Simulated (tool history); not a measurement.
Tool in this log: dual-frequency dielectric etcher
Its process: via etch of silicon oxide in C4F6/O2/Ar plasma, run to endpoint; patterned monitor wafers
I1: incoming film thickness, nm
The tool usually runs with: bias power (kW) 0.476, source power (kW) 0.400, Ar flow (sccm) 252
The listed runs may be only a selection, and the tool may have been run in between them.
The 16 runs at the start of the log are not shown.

{"run": 17, "hour": 399.0, "bias power (kW)": 0.527, "source power (kW)": 0.4, "Ar flow (sccm)": 195, "I1": 184.5, "endpoint time (s)": 38.3}
{"hour": 431.3, "done": "Ar flow controller replaced"}
{"run": 18, "hour": 431.8, "bias power (kW)": 0.387, "source power (kW)": 0.47, "Ar flow (sccm)": 272, "I1": 184.8, "endpoint time (s)": 40.3}
{"run": 19, "hour": 452.5, "bias power (kW)": 0.476, "source power (kW)": 0.4, "Ar flow (sccm)": 252, "I1": 184.1, "endpoint time (s)": 40.1}
{"hour": 465.5, "done": "bias power generator calibrated"}
{"run": 20, "hour": 473.9, "bias power (kW)": 0.476, "source power (kW)": 0.45, "Ar flow (sccm)": 252, "I1": 184.2, "endpoint time (s)": 37.3}
{"hour": 478.8, "done": "source power generator calibrated"}
{"run": 21, "hour": 501.9, "bias power (kW)": 0.476, "source power (kW)": 0.4, "Ar flow (sccm)": 207, "I1": 184.5, "endpoint time (s)": 40.0}
{"run": 22, "hour": 536.8, "bias power (kW)": 0.371, "source power (kW)": 0.4, "Ar flow (sccm)": 271, "I1": 185.8, "endpoint time (s)": 44.9}
{"run": 23, "hour": 567.3, "bias power (kW)": 0.476, "source power (kW)": 0.4, "Ar flow (sccm)": 252, "I1": 184.0, "endpoint time (s)": 40.2}
{"run": 24, "hour": 600.6, "bias power (kW)": 0.476, "source power (kW)": 0.4, "Ar flow (sccm)": 252, "I1": 183.4, "endpoint time (s)": 40.3}
{"run": 25, "hour": 621.1, "bias power (kW)": 0.558, "source power (kW)": 0.4, "Ar flow (sccm)": 212, "I1": 183.8, "endpoint time (s)": 37.3}
{"run": 26, "hour": 636.3, "bias power (kW)": 0.369, "source power (kW)": 0.44, "Ar flow (sccm)": 286, "I1": 183.7, "endpoint time (s)": 41.9}
{"run": 27, "hour": 664.9, "bias power (kW)": 0.517, "source power (kW)": 0.3, "Ar flow (sccm)": 270, "I1": 183.3, "endpoint time (s)": 45.6}
{"run": 28, "hour": 682.4, "bias power (kW)": 0.522, "source power (kW)": 0.48, "Ar flow (sccm)": 252, "I1": 184.4, "endpoint time (s)": 35.0}
{"run": 29, "hour": 717.3, "bias power (kW)": 0.476, "source power (kW)": 0.4, "Ar flow (sccm)": 252, "I1": 183.5, "endpoint time (s)": 38.8}
{"run": 30, "hour": 738.1, "bias power (kW)": 0.587, "source power (kW)": 0.4, "Ar flow (sccm)": 252, "I1": 184.4, "endpoint time (s)": 36.5}

Predict each of these 3 candidate next runs independently; none follows another, all start after run 30:
{"run": "A", "hour": 738.5, "bias power (kW)": 0.476, "source power (kW)": 0.4, "Ar flow (sccm)": 214, "I1": 184.6, "endpoint time (s)": "?"}
{"run": "B", "hour": 738.5, "bias power (kW)": 0.368, "source power (kW)": 0.4, "Ar flow (sccm)": 252, "I1": 184.6, "endpoint time (s)": "?"}
{"run": "C", "hour": 738.5, "bias power (kW)": 0.574, "source power (kW)": 0.36, "Ar flow (sccm)": 199, "I1": 184.6, "endpoint time (s)": "?"}

run=A endpoint_time_(s)=39.3
run=B endpoint_time_(s)=43.5
run=C endpoint_time_(s)=38.8
Stripped of hidden state, with their random variation kept, the same runs would have yielded:
run=A endpoint_time_(s)=40.6
run=B endpoint_time_(s)=44.9
run=C endpoint_time_(s)=40.1
